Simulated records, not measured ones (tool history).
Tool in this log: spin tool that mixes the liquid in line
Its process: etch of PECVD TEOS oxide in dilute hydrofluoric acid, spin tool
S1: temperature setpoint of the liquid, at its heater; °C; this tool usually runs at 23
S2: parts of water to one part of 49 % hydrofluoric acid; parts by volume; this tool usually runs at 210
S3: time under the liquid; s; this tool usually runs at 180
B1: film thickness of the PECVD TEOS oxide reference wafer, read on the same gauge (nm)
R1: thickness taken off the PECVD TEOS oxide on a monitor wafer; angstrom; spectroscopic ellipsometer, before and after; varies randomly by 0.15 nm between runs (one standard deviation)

run    hour  S1   S2   S3     B1     R1
  1     0.0  23  210  180  51.37  161.6
  2    70.0  23  210  180  51.62  161.0
  3   107.8  23  210  180  51.78  162.2
      141.3  -- gauge calibrated
  4   175.0  23  210  180  49.96  154.1
  5   271.1  23  210  180  49.95  156.0
  6   307.7  23  210  180  49.97  155.3
  7   403.1  23  210  180  50.07  157.8
  8   466.6  23  210  180  50.10  157.2
  9   508.2  23  210  180  50.21  155.9
 10   545.9  23  210  180  50.20  158.1
      603.2  -- thermometer replaced
 11   790.7  23  210  180  50.68  157.1
 12   846.8  23  210  180  50.82  158.1
 13   947.2  23  210  240  51.11  211.3
 14  1005.8  23  210  180  51.25  160.3
     1050.6  -- hydrofluoric acid flow meter replaced
 15  1058.8  23  210  240  51.39  214.8
 16  1124.5  19  140  235  51.62  292.2
 17  1207.2  19  255  180  51.94  110.6
 18  1255.3  23  210  180  52.12  164.1
 19  1292.7  27  275  110  52.26   80.8
 20  1394.6  23  210  180  52.66  161.0
     1463.4  -- gauge calibrated
 21  1487.7  26  265  105  49.65   75.5
 22  1537.5  23  210  180  49.63  155.0
 23  1600.5  26  105  180  49.68  395.7
 24  1697.8  23  270  145  49.71   91.5
 25  1753.8  23  210  180  49.81  151.7
 26  1848.8  19  210   85  49.87   62.2
     1896.1  -- thermometer replaced
 27  1944.9  21  125  110  50.00  165.2

Below, some changes in R1 between adjacent runs. For each, the amount present without the hidden state too (settings, incoming material, random variation) and the amount remaining for the hidden state with gauge scatter not shared by both compared results:
The hidden state here: liquid colder than its thermometer reads (K); hydrofluoric acid flow above the setpoint (%); gauge reads high (%).
Run 3 -> 4: gauge calibrated. R1 -8.1 angstrom: hidden state -5.7, all else -2.4.
Run 20 -> 21: S1 23 -> 26, S2 210 -> 265, S3 180 -> 105, gauge calibrated. R1 -85.5 angstrom: hidden state -8.7, all else -76.8.
Run 22 -> 23: S1 23 -> 26, S2 210 -> 105. R1 +240.7 angstrom: hidden state -1.6, all else +242.3.
Run 23 -> 24: S1 26 -> 23, S2 105 -> 270, S3 180 -> 145. R1 -304.2 angstrom: hidden state +2.2, all else -306.4.
